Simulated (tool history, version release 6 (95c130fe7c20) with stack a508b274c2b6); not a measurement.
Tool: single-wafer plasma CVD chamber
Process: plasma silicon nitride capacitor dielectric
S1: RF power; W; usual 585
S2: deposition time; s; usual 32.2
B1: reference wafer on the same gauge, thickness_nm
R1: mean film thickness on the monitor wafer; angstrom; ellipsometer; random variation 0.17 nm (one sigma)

run    hour   S1    S2      B1      R1
  1       0  585  32.2  42.934  497.51
  2    27.8  585  32.2  42.897  498.25
  3   195.6  585  32.2  42.923  498.89
  4   250.4  520  32.2  42.894  481.56
  5     425  520  32.2  42.908  482.34
  6   467.6  635  32.2  42.882  509.14
  7   504.2  660  32.2  42.904  513.14
  8   544.4  505  32.2  42.924  477.51
  9   573.5  505  32.2  42.911  478.29
 10   644.6  505  32.2  42.917   476.7
 11   697.4  585  32.2  42.914  497.81
        735  -- RF generator calibrated
 12   735.7  585  32.2  42.908  511.78
 13   771.3  585  33.7  42.853  533.77
 14   815.4  585  33.7  42.894   531.9
 15   857.1  585  30.6  42.915   483.2
 16   898.1  585  29.9  42.909   472.7
 17   938.5  585  29.9  42.917  465.98
 18  1006.5  585  32.2  42.871  502.68
 19  1067.4  585  32.2  42.892  504.22
 20  1132.5  585  32.2  42.908  506.68
 21  1160.8  585  32.2  42.927  500.86
 22  1228.6  700  32.2   42.85     532
 23  1255.6  585  32.2  42.907  504.95
     1292.2  -- showerhead replaced
 24  1313.2  615  27.5   42.91  434.47
 25  1356.5  585  32.2  42.914  500.66
 26  1434.7  585  32.2  42.887  500.44
 27  1476.8  510  32.2  42.898  481.96
 28  1522.7  525  35.6  42.937  536.53
 29  1591.5  525  27.6  42.855  416.33
 30  1651.4  625  27.7  42.911  438.01
 31  1682.7  700  34.1  42.902  555.18
     1690.1  -- gauge calibrated
 32  1719.7  585  32.2  42.905   497.6
 33  1855.3  655  25.8  42.905  410.69
 34  2046.6  550    35  42.885  532.51
 35  2108.7  495  26.4  42.891  388.99
     2130.4  -- RF generator calibrated
 36  2142.6  665  32.2  42.905  531.14
 37  2209.1  585  32.2  42.906  509.43
 38  2267.8  640  32.2  42.904  518.14
 39  2295.2  640  28.2  42.885  454.85

Forecast each of these 3 alternatives for the next run:
  A  2295.6  585  32.2   ?   ?
  B  2295.6  480  26.2   ?   ?
  C  2295.6  555  32.2   ?   ?

run      B1      R1
  A  42.907  504.36
  B  42.907  388.99
  C  42.907  497.18
Without the tool's hidden state the same runs would have given:
run      R1
  A  509.14
  B  392.67
  C  501.89
